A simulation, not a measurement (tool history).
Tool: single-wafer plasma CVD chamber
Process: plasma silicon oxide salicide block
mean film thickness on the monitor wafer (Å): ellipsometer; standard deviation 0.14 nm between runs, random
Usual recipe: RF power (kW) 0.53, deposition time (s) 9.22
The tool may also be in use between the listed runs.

run   hour  RF power (kW)  deposition time (s)  wafers since the last listed run  hours since the last RF generator calibration  hours since the showerhead was replaced  hours since the gauge calibration  read-back reference wafer on the same gauge, thickness_nm  mean film thickness on the monitor wafer (Å)
  1      0          0.445                10.42                                 0                                         1748.8                                   7025.1                               85.9                                                     87.467                                         978.4
  2    6.8          0.445                10.42                               193                                         1755.6                                   7031.9                               92.7                                                      87.44                                        975.51
  3   19.3          0.445                10.42                               355                                         1768.1                                   7044.4                              105.2                                                     87.443                                        979.18
  4   32.2           0.53                 9.22                               366                                           1781                                   7057.3                              118.1                                                     87.401                                        903.32
  5   76.7          0.585                 8.52                              1264                                         1825.5                                   7101.8                              162.6                                                      87.21                                        851.88
  6   91.2          0.585                 8.52                               411                                           1840                                   7116.3                              177.1                                                     87.208                                        852.31
  7  102.4           0.56                 9.96                               318                                         1851.2                                   7127.5                              188.3                                                     87.125                                        986.85
  8  119.1           0.53                 9.22                               474                                         1867.9                                   7144.2                                205                                                     86.958                                           898
  9  136.7          0.615                 9.91                               499                                         1885.5                                   7161.8                              222.6                                                     86.911                                        1001.8
 10  145.3           0.53                 9.22                               244                                         1894.1                                   7170.4                              231.2                                                     86.881                                        896.08
     155.8  -- RF generator calibrated
     163.3  -- showerhead replaced
 11  163.8          0.455                 9.22                                86                                              8                                      0.5                              249.7                                                     86.801                                        859.87
     164.3  -- gauge calibrated
 12    173           0.53                 9.22                               261                                           17.2                                      9.7                                8.7                                                     87.479                                        902.39
 13  184.3           0.44                 8.01                               320                                           28.5                                       21                                 20                                                     87.428                                         748.2
 14  199.1          0.445                10.42                               420                                           43.3                                     35.8                               34.8                                                     87.433                                        975.06
 15  214.5           0.53                  7.5                               437                                           58.7                                     51.2                               50.2                                                     87.439                                        732.58
 16  223.7          0.465                 9.22                               261                                           67.9                                     60.4                               59.4                                                     87.429                                        872.61

How would selected steps in mean film thickness on the monitor wafer (Å) from run to run divide? Give the signed amount a tool lacking its hidden state would still show from settings, what came in and random variation, and the signed amount left for the hidden state, including any gauge scatter that is not in both of the compared results.
Hidden state present: delivered RF power above the setpoint (%); gauge reads high (%).
Run 11 -> 12: RF power (kW) 0.455 -> 0.53, gauge calibrated. mean film thickness on the monitor wafer (Å) +42.52: hidden state +7.22, all else +35.3.
Run 14 -> 15: RF power (kW) 0.445 -> 0.53, deposition time (s) 10.42 -> 7.5. mean film thickness on the monitor wafer (Å) -242.48: hidden state +0, all else -242.48.
